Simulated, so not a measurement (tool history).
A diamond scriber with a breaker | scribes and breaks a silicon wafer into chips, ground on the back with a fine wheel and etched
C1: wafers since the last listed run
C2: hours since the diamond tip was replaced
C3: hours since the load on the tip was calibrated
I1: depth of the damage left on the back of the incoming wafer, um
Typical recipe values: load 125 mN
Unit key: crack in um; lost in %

run 1 hour=0 | load=125 | C1=0 C2=17.2 C3=507.1 | I1=0.46 | crack=8.99 lost=1.29
run 2 hour=43 | load=125 | C1=92 C2=60.2 C3=550.1 | I1=0.41 | crack=8.91 lost=1.45
run 3 hour=72.5 | load=125 | C1=63 C2=89.7 C3=579.6 | I1=0.44 | crack=9.12 lost=1.69
run 4 hour=142.6 | load=110 | C1=150 C2=159.8 C3=649.7 | I1=0.77 | crack=8.59 lost=4.43
run 5 hour=272.3 | load=148 | C1=279 C2=289.5 C3=779.4 | I1=0.46 | crack=10.05 lost=0.65
-- hour=278.8 diamond tip replaced by a new one
run 6 hour=313.6 | load=148 | C1=84 C2=34.8 C3=820.7 | I1=0.52 | crack=9.86 lost=0.8
run 7 hour=360.8 | load=148 | C1=101 C2=82 C3=867.9 | I1=0.31 | crack=9.97 lost=0.7
run 8 hour=424.3 | load=137 | C1=136 C2=145.5 C3=931.4 | I1=0.71 | crack=9.39 lost=0.71
-- hour=444.3 load on the tip recalibrated
-- hour=517.8 diamond tip replaced by a new one
run 9 hour=536.1 | load=125 | C1=231 C2=18.3 C3=91.8 | I1=0.6 | crack=9.65 lost=0.57
run 10 hour=597.5 | load=102 | C1=132 C2=79.7 C3=153.2 | I1=0.48 | crack=8.42 lost=3.94
run 11 hour=622.7 | load=154 | C1=54 C2=104.9 C3=178.4 | I1=0.72 | crack=11.02 lost=2.98
run 12 hour=659.5 | load=163 | C1=79 C2=141.7 C3=215.2 | I1=0.4 | crack=11.09 lost=4.78
-- hour=761.8 diamond tip replaced by a new one
run 13 hour=866.9 | load=125 | C1=441 C2=105.1 C3=422.6 | I1=0.65 | crack=9.36 lost=1.1
run 14 hour=895.6 | load=101 | C1=61 C2=133.8 C3=451.3 | I1=0.79 | crack=8.23 lost=6.82

Difference, measured minus no-hidden-state, one row per run. Run-to-run variation is common to both terms; the gauge's own scatter need not be:
What the log doesn't record here: share of the diamond tip's cutting effectiveness lost through wear, %; deviation of the load on the tip from its setpoint, %.
run=1 crack=-0.58 lost=+0.81
run=2 crack=-0.6 lost=+0.93
run=3 crack=-0.63 lost=+1.1
run=4 crack=-0.63 lost=+2.88
run=5 crack=-0.78 lost=-1.99
run=6 crack=-0.77 lost=-2.47
run=7 crack=-0.8 lost=-2.24
run=8 crack=-0.76 lost=-0.54
run=9 crack=-0.06 lost=+0.01
run=10 crack=-0.14 lost=+0.81
run=11 crack=-0.23 lost=-1.06
run=12 crack=-0.29 lost=-1.78
run=13 crack=-0.45 lost=+0.53
run=14 crack=-0.41 lost=+3.01
